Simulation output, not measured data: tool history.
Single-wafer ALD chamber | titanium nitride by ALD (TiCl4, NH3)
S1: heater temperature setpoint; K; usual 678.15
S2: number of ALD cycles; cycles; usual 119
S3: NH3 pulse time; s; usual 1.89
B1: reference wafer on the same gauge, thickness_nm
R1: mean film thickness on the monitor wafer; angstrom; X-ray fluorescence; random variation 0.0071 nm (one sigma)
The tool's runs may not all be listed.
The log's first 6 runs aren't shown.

{"run": 7, "day": 2.592, "S1": 678.15, "S2": 119, "S3": 1.57, "B1": 2.58, "R1": 28.1}
{"run": 8, "day": 2.858, "S1": 678.15, "S2": 102, "S3": 1.89, "B1": 2.579, "R1": 24.21}
{"run": 9, "day": 3.2, "S1": 678.15, "S2": 102, "S3": 1.89, "B1": 2.578, "R1": 24.16}
{"run": 10, "day": 3.696, "S1": 678.15, "S2": 119, "S3": 2.33, "B1": 2.581, "R1": 28.33}
{"run": 11, "day": 4.192, "S1": 678.15, "S2": 119, "S3": 2.33, "B1": 2.579, "R1": 28.49}
{"run": 12, "day": 4.85, "S1": 678.15, "S2": 119, "S3": 2.33, "B1": 2.58, "R1": 28.48}
{"day": 5.238, "done": "gauge calibrated"}
{"run": 13, "day": 5.542, "S1": 685.15, "S2": 119, "S3": 1.89, "B1": 2.58, "R1": 28.26}
{"run": 14, "day": 5.971, "S1": 685.15, "S2": 119, "S3": 1.89, "B1": 2.58, "R1": 28.3}
{"run": 15, "day": 6.288, "S1": 689.15, "S2": 119, "S3": 1.89, "B1": 2.58, "R1": 28.42}
{"day": 7.0, "done": "showerhead replaced"}
{"run": 16, "day": 7.021, "S1": 668.15, "S2": 137, "S3": 1.31, "B1": 2.58, "R1": 31.7}
{"run": 17, "day": 7.042, "S1": 667.15, "S2": 106, "S3": 1.89, "B1": 2.58, "R1": 24.87}
{"run": 18, "day": 7.512, "S1": 678.15, "S2": 95, "S3": 1.89, "B1": 2.581, "R1": 22.6}
{"run": 19, "day": 7.775, "S1": 667.15, "S2": 119, "S3": 2.33, "B1": 2.579, "R1": 28.2}
{"day": 8.338, "done": "thermocouple changed; heater temperature recalibrated"}
{"run": 20, "day": 8.358, "S1": 678.15, "S2": 119, "S3": 1.89, "B1": 2.578, "R1": 28.29}
{"run": 21, "day": 8.433, "S1": 678.15, "S2": 106, "S3": 2.4, "B1": 2.579, "R1": 25.38}
{"run": 22, "day": 8.958, "S1": 671.15, "S2": 98, "S3": 2.49, "B1": 2.581, "R1": 23.35}
{"run": 23, "day": 9.321, "S1": 678.15, "S2": 119, "S3": 1.89, "B1": 2.579, "R1": 28.06}
{"run": 24, "day": 9.925, "S1": 678.15, "S2": 119, "S3": 1.89, "B1": 2.578, "R1": 28.16}
{"run": 25, "day": 10.538, "S1": 678.15, "S2": 108, "S3": 1.36, "B1": 2.579, "R1": 25.38}
{"run": 26, "day": 11.279, "S1": 678.15, "S2": 119, "S3": 1.89, "B1": 2.579, "R1": 28.25}
{"run": 27, "day": 11.696, "S1": 678.15, "S2": 119, "S3": 1.57, "B1": 2.579, "R1": 28.13}
{"run": 28, "day": 12.058, "S1": 687.15, "S2": 102, "S3": 1.29, "B1": 2.58, "R1": 23.95}
{"run": 29, "day": 12.667, "S1": 692.15, "S2": 119, "S3": 1.47, "B1": 2.58, "R1": 28.19}
{"run": 30, "day": 13.204, "S1": 686.15, "S2": 119, "S3": 2.15, "B1": 2.58, "R1": 28.38}

Forecast each of these 4 alternatives for the next run:
{"run": "A", "day": 13.233, "S1": 678.15, "S2": 119, "S3": 1.89, "B1": "?", "R1": "?"}
{"run": "B", "day": 13.233, "S1": 678.15, "S2": 119, "S3": 2.08, "B1": "?", "R1": "?"}
{"run": "C", "day": 13.233, "S1": 671.15, "S2": 119, "S3": 1.31, "B1": "?", "R1": "?"}
{"run": "D", "day": 13.233, "S1": 685.15, "S2": 119, "S3": 2.44, "B1": "?", "R1": "?"}

run=A B1=2.582 R1=28.27
run=B B1=2.582 R1=28.36
run=C B1=2.582 R1=27.71
run=D B1=2.582 R1=28.57
Without the tool's hidden state the same runs would have given:
run=A R1=28.27
run=B R1=28.36
run=C R1=27.71
run=D R1=28.57
